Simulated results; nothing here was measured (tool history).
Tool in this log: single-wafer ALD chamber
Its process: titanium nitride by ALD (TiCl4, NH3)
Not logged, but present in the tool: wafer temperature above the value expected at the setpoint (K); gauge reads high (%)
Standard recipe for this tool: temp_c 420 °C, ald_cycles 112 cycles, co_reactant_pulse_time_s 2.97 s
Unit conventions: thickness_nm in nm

run    hour  temp_c  ald_cycles  co_reactant_pulse_time_s  wafers since the last listed run  hours since the last thermocouple change  hours since the showerhead was replaced  hours since the gauge calibration  read-back reference wafer on the same gauge, thickness_nm  thickness_nm
  1       0     420         112                      2.97                                 0                                    1344.7                                   3393.2                             1269.2                                                      2.599         2.336
  2    65.2     420         104                      2.97                               129                                    1409.9                                   3458.4                             1334.4                                                      2.608         2.169
  3   131.4     420         112                      2.97                               131                                    1476.1                                   3524.6                             1400.6                                                        2.6         2.337
  4   172.4     420         112                      2.97                                81                                    1517.1                                   3565.6                             1441.6                                                      2.596         2.327
  5   316.1     420         112                      2.97                               284                                    1660.8                                   3709.3                             1585.3                                                      2.595         2.325
  6   384.2     420         112                      2.97                               134                                    1728.9                                   3777.4                             1653.4                                                      2.605          2.34
  7   465.2     420         112                      2.97                               160                                    1809.9                                   3858.4                             1734.4                                                      2.602         2.354
  8   504.2     420         112                      2.97                                77                                    1848.9                                   3897.4                             1773.4                                                      2.598         2.309
  9   586.2     420         112                      2.97                               162                                    1930.9                                   3979.4                             1855.4                                                      2.598         2.307
 10   669.8     420         112                      2.97                               165                                    2014.5                                     4063                               1939                                                      2.601         2.322
 11   771.5     420         112                      2.97                               201                                    2116.2                                   4164.7                             2040.7                                                      2.597         2.336
 12   821.6     420         112                      2.97                                99                                    2166.3                                   4214.8                             2090.8                                                      2.596         2.321
      860.8  -- showerhead replaced
 13   884.2     420         112                      2.97                               108                                    2228.9                                     23.4                             2153.4                                                        2.6          2.31
 14   925.5     420         112                      2.97                                81                                    2270.2                                     64.7                             2194.7                                                        2.6          2.32
 15  1023.6     420         112                      2.97                               194                                    2368.3                                    162.8                             2292.8                                                      2.602         2.314
     1052.1  -- thermocouple changed; heater temperature recalibrated
 16  1081.2     420          97                      3.66                                98                                      29.1                                    220.4                             2350.4                                                      2.604         2.018
 17  1153.5     407         100                      1.91                               143                                     101.4                                    292.7                             2422.7                                                        2.6         2.025
 18  1203.5     406         101                      2.17                                99                                     151.4                                    342.7                             2472.7                                                      2.601         2.093
 19  1294.4     420         127                      3.84                               180                                     242.3                                    433.6                             2563.6                                                      2.595         2.645
     1380.9  -- gauge calibrated
 20  1396.1     420         112                      3.97                               201                                       344                                    535.3                               15.2                                                      2.606         2.346
 21  1442.6     420          97                      3.66                                92                                     390.5                                    581.8                               61.7                                                      2.598         2.027
 22  1522.9     420         112                      1.81                               159                                     470.8                                    662.1                                142                                                      2.601         2.311
 23    1602     434         106                      2.28                               156                                     549.9                                    741.2                              221.1                                                      2.604         2.178
 24  1706.1     420          96                      2.31                               206                                       654                                    845.3                              325.2                                                      2.595         1.981
 25  1807.2     426         130                      2.97                               200                                     755.1                                    946.4                              426.3                                                      2.595          2.72
 26  1897.8     426         103                      1.89                               179                                     845.7                                     1037                              516.9                                                      2.599         2.114

Run 27 has not been measured yet. What should we expect?
 27  1984.7     431         127                      3.43                               172                                     932.6                                   1123.9                              603.8                                                          ?             ?

read-back reference wafer on the same gauge, thickness_nm: 2.599
thickness_nm: 2.64 nm
Had the tool carried no hidden state, the very same run would have given thickness_nm 2.64 nm.
